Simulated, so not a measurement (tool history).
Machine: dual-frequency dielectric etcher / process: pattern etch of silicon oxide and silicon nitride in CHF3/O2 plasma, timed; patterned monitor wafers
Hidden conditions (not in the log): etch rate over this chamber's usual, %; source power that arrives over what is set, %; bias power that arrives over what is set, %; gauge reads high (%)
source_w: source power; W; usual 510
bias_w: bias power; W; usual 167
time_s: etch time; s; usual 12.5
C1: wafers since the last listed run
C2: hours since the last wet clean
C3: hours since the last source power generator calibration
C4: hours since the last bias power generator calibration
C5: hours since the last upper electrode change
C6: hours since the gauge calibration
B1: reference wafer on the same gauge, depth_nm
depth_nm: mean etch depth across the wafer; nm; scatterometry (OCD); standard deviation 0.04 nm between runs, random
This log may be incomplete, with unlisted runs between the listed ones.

run 1 hour=0 | source_w=510 bias_w=167 time_s=12.5 | C1=0 C2=456.5 C3=2859.5 C4=4134.1 C5=4360.9 C6=638.6 | B1=17.5 | depth_nm=16.66
-- hour=124 wet clean of the chamber
run 2 hour=203.6 | source_w=510 bias_w=167 time_s=12.5 | C1=1882 C2=79.6 C3=3063.1 C4=4337.7 C5=4564.5 C6=842.2 | B1=17.51 | depth_nm=16.7
run 3 hour=240.5 | source_w=510 bias_w=167 time_s=12.5 | C1=386 C2=116.5 C3=3100 C4=4374.6 C5=4601.4 C6=879.1 | B1=17.51 | depth_nm=16.74
run 4 hour=293.5 | source_w=510 bias_w=167 time_s=12.5 | C1=555 C2=169.5 C3=3153 C4=4427.6 C5=4654.4 C6=932.1 | B1=17.5 | depth_nm=16.6
run 5 hour=322.5 | source_w=510 bias_w=167 time_s=12.5 | C1=303 C2=198.5 C3=3182 C4=4456.6 C5=4683.4 C6=961.1 | B1=17.49 | depth_nm=16.67
-- hour=486.4 upper electrode replaced, of another model than before
run 6 hour=487.6 | source_w=510 bias_w=167 time_s=12.5 | C1=1478 C2=363.6 C3=3347.1 C4=4621.7 C5=1.2 C6=1126.2 | B1=17.51 | depth_nm=16.5
-- hour=607.2 wet clean of the chamber
run 7 hour=683.1 | source_w=510 bias_w=167 time_s=12.5 | C1=1797 C2=75.9 C3=3542.6 C4=4817.2 C5=196.7 C6=1321.7 | B1=17.5 | depth_nm=16.51
-- hour=697.4 source power generator calibrated
run 8 hour=707.4 | source_w=510 bias_w=167 time_s=12.5 | C1=212 C2=100.2 C3=10 C4=4841.5 C5=221 C6=1346 | B1=17.49 | depth_nm=17.08
run 9 hour=761.6 | source_w=510 bias_w=167 time_s=12.5 | C1=568 C2=154.4 C3=64.2 C4=4895.7 C5=275.2 C6=1400.2 | B1=17.5 | depth_nm=16.95
run 10 hour=800.8 | source_w=510 bias_w=167 time_s=12.5 | C1=410 C2=193.6 C3=103.4 C4=4934.9 C5=314.4 C6=1439.4 | B1=17.5 | depth_nm=17.05
-- hour=824.7 gauge calibrated
run 11 hour=833.9 | source_w=510 bias_w=167 time_s=12.5 | C1=346 C2=226.7 C3=136.5 C4=4968 C5=347.5 C6=9.2 | B1=17.5 | depth_nm=16.93
run 12 hour=882.6 | source_w=510 bias_w=167 time_s=12.5 | C1=510 C2=275.4 C3=185.2 C4=5016.7 C5=396.2 C6=57.9 | B1=17.5 | depth_nm=16.96
run 13 hour=926.3 | source_w=400 bias_w=167 time_s=12.5 | C1=458 C2=319.1 C3=228.9 C4=5060.4 C5=439.9 C6=101.6 | B1=17.5 | depth_nm=13.5
run 14 hour=980.8 | source_w=510 bias_w=167 time_s=12.5 | C1=571 C2=373.6 C3=283.4 C4=5114.9 C5=494.4 C6=156.1 | B1=17.5 | depth_nm=16.87
run 15 hour=1036.3 | source_w=510 bias_w=167 time_s=12.5 | C1=581 C2=429.1 C3=338.9 C4=5170.4 C5=549.9 C6=211.6 | B1=17.5 | depth_nm=16.82
-- hour=1055.5 bias power generator calibrated
run 16 hour=1092.6 | source_w=510 bias_w=167 time_s=12.5 | C1=548 C2=485.4 C3=395.2 C4=37.1 C5=606.2 C6=267.9 | B1=17.51 | depth_nm=16.9
-- hour=1171.2 wet clean of the chamber
run 17 hour=1171.7 | source_w=510 bias_w=167 time_s=12.5 | C1=577 C2=0.5 C3=474.3 C4=116.2 C5=685.3 C6=347 | B1=17.5 | depth_nm=16.82
run 18 hour=1207.9 | source_w=580 bias_w=156 time_s=11 | C1=379 C2=36.7 C3=510.5 C4=152.4 C5=721.5 C6=383.2 | B1=17.5 | depth_nm=16.18
run 19 hour=1254.2 | source_w=510 bias_w=151 time_s=12.5 | C1=485 C2=83 C3=556.8 C4=198.7 C5=767.8 C6=429.5 | B1=17.51 | depth_nm=16.51
run 20 hour=1299.5 | source_w=510 bias_w=167 time_s=12.5 | C1=474 C2=128.3 C3=602.1 C4=244 C5=813.1 C6=474.8 | B1=17.5 | depth_nm=16.82
run 21 hour=1331.3 | source_w=540 bias_w=155 time_s=9.5 | C1=333 C2=160.1 C3=633.9 C4=275.8 C5=844.9 C6=506.6 | B1=17.49 | depth_nm=13.22
run 22 hour=1396 | source_w=510 bias_w=141 time_s=12.5 | C1=678 C2=224.8 C3=698.6 C4=340.5 C5=909.6 C6=571.3 | B1=17.51 | depth_nm=16.3
run 23 hour=1433.8 | source_w=430 bias_w=167 time_s=14.5 | C1=396 C2=262.6 C3=736.4 C4=378.3 C5=947.4 C6=609.1 | B1=17.49 | depth_nm=16.75
run 24 hour=1458.4 | source_w=610 bias_w=141 time_s=14 | C1=257 C2=287.2 C3=761 C4=402.9 C5=972 C6=633.7 | B1=17.5 | depth_nm=20.84

Each row is a separate what-if for the run after 24, all from the same tool condition, not one after another. Results?
run A hour=1458.8 | source_w=510 bias_w=167 time_s=16 | C1=4 C2=287.6 C3=761.4 C4=403.3 C5=972.4 C6=634.1 | B1=? | depth_nm=?
run B hour=1458.8 | source_w=580 bias_w=128 time_s=10.5 | C1=4 C2=287.6 C3=761.4 C4=403.3 C5=972.4 C6=634.1 | B1=? | depth_nm=?
run C hour=1458.8 | source_w=510 bias_w=208 time_s=12.5 | C1=4 C2=287.6 C3=761.4 C4=403.3 C5=972.4 C6=634.1 | B1=? | depth_nm=?

run=A B1=17.5 depth_nm=21.44
run=B B1=17.5 depth_nm=14.9
run=C B1=17.5 depth_nm=17.4
Had the tool no hidden state, the same runs would have come out as:
run=A depth_nm=21.85
run=B depth_nm=15.19
run=C depth_nm=17.73
